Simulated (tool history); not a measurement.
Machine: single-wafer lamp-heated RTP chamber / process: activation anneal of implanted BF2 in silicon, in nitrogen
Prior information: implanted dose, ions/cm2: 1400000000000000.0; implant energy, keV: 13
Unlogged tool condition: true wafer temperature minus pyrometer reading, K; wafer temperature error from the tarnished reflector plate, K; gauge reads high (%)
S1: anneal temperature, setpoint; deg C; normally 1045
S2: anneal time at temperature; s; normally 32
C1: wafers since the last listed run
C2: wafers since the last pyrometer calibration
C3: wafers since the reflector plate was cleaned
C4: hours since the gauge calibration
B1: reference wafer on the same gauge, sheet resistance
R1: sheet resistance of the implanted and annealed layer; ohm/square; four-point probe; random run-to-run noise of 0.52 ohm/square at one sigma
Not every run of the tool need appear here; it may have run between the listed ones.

run 1 hour=0.0 | S1=1045 S2=32 | C1=0 C2=698 C3=4203 C4=525.4 | B1=135.95 | R1=124.95
run 2 hour=28.2 | S1=1045 S2=32 | C1=358 C2=1056 C3=4561 C4=553.6 | B1=136.16 | R1=125.19
run 3 hour=64.1 | S1=1025 S2=38 | C1=456 C2=1512 C3=5017 C4=589.5 | B1=135.98 | R1=132.67
run 4 hour=116.6 | S1=1025 S2=38 | C1=667 C2=2179 C3=5685 C4=642.0 | B1=135.94 | R1=132.63
run 5 hour=186.4 | S1=1025 S2=38 | C1=887 C2=3066 C3=6572 C4=711.8 | B1=136.01 | R1=132.65
run 6 hour=254.6 | S1=1045 S2=32 | C1=866 C2=3933 C3=7439 C4=780.0 | B1=135.81 | R1=120.25
run 7 hour=289.0 | S1=1045 S2=32 | C1=437 C2=4370 C3=7876 C4=814.4 | B1=136.05 | R1=118.42
run 8 hour=346.2 | S1=1024 S2=22 | C1=726 C2=5097 C3=8603 C4=871.6 | B1=135.93 | R1=145.46
-- hour=364.6 pyrometer window cleaned and pyrometer calibrated
run 9 hour=392.0 | S1=1024 S2=22 | C1=480 C2=348 C3=9083 C4=917.4 | B1=135.82 | R1=150.23
run 10 hour=578.6 | S1=1024 S2=22 | C1=2371 C2=2720 C3=11455 C4=1104.0 | B1=135.81 | R1=144.94
run 11 hour=619.3 | S1=1045 S2=32 | C1=517 C2=3237 C3=11972 C4=1144.7 | B1=135.80 | R1=117.71
run 12 hour=653.8 | S1=1068 S2=32 | C1=438 C2=3675 C3=12410 C4=1179.2 | B1=135.85 | R1=97.01
-- hour=675.7 reflector plate cleaned
run 13 hour=736.1 | S1=1045 S2=32 | C1=944 C2=4620 C3=768 C4=1261.5 | B1=135.82 | R1=120.55
run 14 hour=767.7 | S1=1045 S2=32 | C1=401 C2=5021 C3=1169 C4=1293.1 | B1=135.99 | R1=119.59
run 15 hour=808.1 | S1=1045 S2=32 | C1=513 C2=5535 C3=1683 C4=1333.5 | B1=136.10 | R1=119.41
-- hour=866.4 pyrometer window cleaned and pyrometer calibrated
run 16 hour=866.9 | S1=1068 S2=32 | C1=645 C2=6 C3=2328 C4=1392.3 | B1=135.96 | R1=105.55
run 17 hour=906.2 | S1=1054 S2=43 | C1=499 C2=505 C3=2828 C4=1431.6 | B1=136.04 | R1=110.09
run 18 hour=973.5 | S1=1027 S2=39 | C1=855 C2=1361 C3=3683 C4=1498.9 | B1=136.08 | R1=130.88
-- hour=977.0 gauge calibrated
run 19 hour=1042.9 | S1=1020 S2=48 | C1=882 C2=2243 C3=4565 C4=65.9 | B1=136.02 | R1=130.10
run 20 hour=1102.9 | S1=1018 S2=15 | C1=762 C2=3005 C3=5328 C4=125.9 | B1=136.11 | R1=171.12
run 21 hour=1163.3 | S1=1045 S2=43 | C1=767 C2=3773 C3=6095 C4=186.3 | B1=135.83 | R1=113.32
run 22 hour=1220.2 | S1=1025 S2=37 | C1=723 C2=4496 C3=6819 C4=243.2 | B1=135.78 | R1=131.01
run 23 hour=1260.1 | S1=1031 S2=13 | C1=507 C2=5003 C3=7326 C4=283.1 | B1=135.87 | R1=155.23
run 24 hour=1284.7 | S1=1019 S2=37 | C1=312 C2=5316 C3=7638 C4=307.7 | B1=135.79 | R1=134.44
-- hour=1299.2 pyrometer window cleaned and pyrometer calibrated
run 25 hour=1355.3 | S1=1055 S2=17 | C1=795 C2=712 C3=8434 C4=378.3 | B1=135.89 | R1=127.26
run 26 hour=1413.5 | S1=1054 S2=43 | C1=739 C2=1452 C3=9174 C4=436.5 | B1=136.01 | R1=107.01
run 27 hour=1456.8 | S1=1067 S2=19 | C1=550 C2=2002 C3=9724 C4=479.8 | B1=135.92 | R1=113.15
run 28 hour=1481.7 | S1=1045 S2=32 | C1=316 C2=2319 C3=10040 C4=504.7 | B1=135.89 | R1=119.89
run 29 hour=1531.5 | S1=1016 S2=14 | C1=632 C2=2951 C3=10673 C4=554.5 | B1=136.05 | R1=174.21
run 30 hour=1577.1 | S1=1034 S2=41 | C1=579 C2=3531 C3=11253 C4=600.1 | B1=135.87 | R1=121.63
-- hour=1618.3 reflector plate cleaned
run 31 hour=1618.8 | S1=1035 S2=27 | C1=428 C2=3959 C3=6 C4=641.8 | B1=135.90 | R1=135.53
run 32 hour=1664.7 | S1=1021 S2=39 | C1=583 C2=4543 C3=589 C4=687.7 | B1=135.87 | R1=133.01
run 33 hour=1705.0 | S1=1069 S2=24 | C1=512 C2=5055 C3=1102 C4=728.0 | B1=136.01 | R1=105.20
-- hour=1752.7 pyrometer window cleaned and pyrometer calibrated
run 34 hour=1758.7 | S1=1034 S2=27 | C1=580 C2=76 C3=1682 C4=781.7 | B1=135.89 | R1=139.97
run 35 hour=1795.7 | S1=1045 S2=32 | C1=470 C2=546 C3=2153 C4=818.7 | B1=135.81 | R1=126.11
run 36 hour=1841.3 | S1=1045 S2=32 | C1=579 C2=1126 C3=2732 C4=864.3 | B1=135.90 | R1=124.95

Describe how what the log doesn't record of the tool's condition differs between the last listed run preceding each entry between runs and the first listed run following it.
From run 8 to run 9: pyrometer window cleaned and pyrometer calibrated (hour 364.6)
  true wafer temperature minus pyrometer reading, K: 6.94 -> 2.49; wafer temperature error from the tarnished reflector plate, K: 3.33 -> 3.53
  difference, measured minus the result without the unlogged condition, R1: -10.88 -> -6.70 ohm/square
From run 12 to run 13: reflector plate cleaned (hour 675.7)
  true wafer temperature minus pyrometer reading, K: 6.56 -> 7.84; wafer temperature error from the tarnished reflector plate, K: 4.72 -> 0.429
  difference, measured minus the result without the unlogged condition, R1: -9.59 -> -6.80 ohm/square
From run 15 to run 16: pyrometer window cleaned and pyrometer calibrated (hour 866.4)
  true wafer temperature minus pyrometer reading, K: 8.95 -> 0.792; wafer temperature error from the tarnished reflector plate, K: 0.756 -> 1.02
  difference, measured minus the result without the unlogged condition, R1: -8.13 -> -1.68 ohm/square
From run 18 to run 19: gauge calibrated (hour 977.0)
  true wafer temperature minus pyrometer reading, K: 2.45 -> 3.52; wafer temperature error from the tarnished reflector plate, K: 1.51 -> 1.82
  difference, measured minus the result without the unlogged condition, R1: -2.93 -> -4.80 ohm/square
From run 24 to run 25: pyrometer window cleaned and pyrometer calibrated (hour 1299.2)
  true wafer temperature minus pyrometer reading, K: 7.28 -> 1.82; wafer temperature error from the tarnished reflector plate, K: 2.92 -> 3.24
  difference, measured minus the result without the unlogged condition, R1: -9.23 -> -4.47 ohm/square
From run 30 to run 31: reflector plate cleaned (hour 1618.3)
  true wafer temperature minus pyrometer reading, K: 5.27 -> 5.92; wafer temperature error from the tarnished reflector plate, K: 4.24 -> 0.304
  difference, measured minus the result without the unlogged condition, R1: -6.29 -> -4.91 ohm/square
From run 33 to run 34: pyrometer window cleaned and pyrometer calibrated (hour 1752.7)
  true wafer temperature minus pyrometer reading, K: 7.25 -> 0.378; wafer temperature error from the tarnished reflector plate, K: 0.695 -> 0.938
  difference, measured minus the result without the unlogged condition, R1: -6.73 -> -1.06 ohm/square
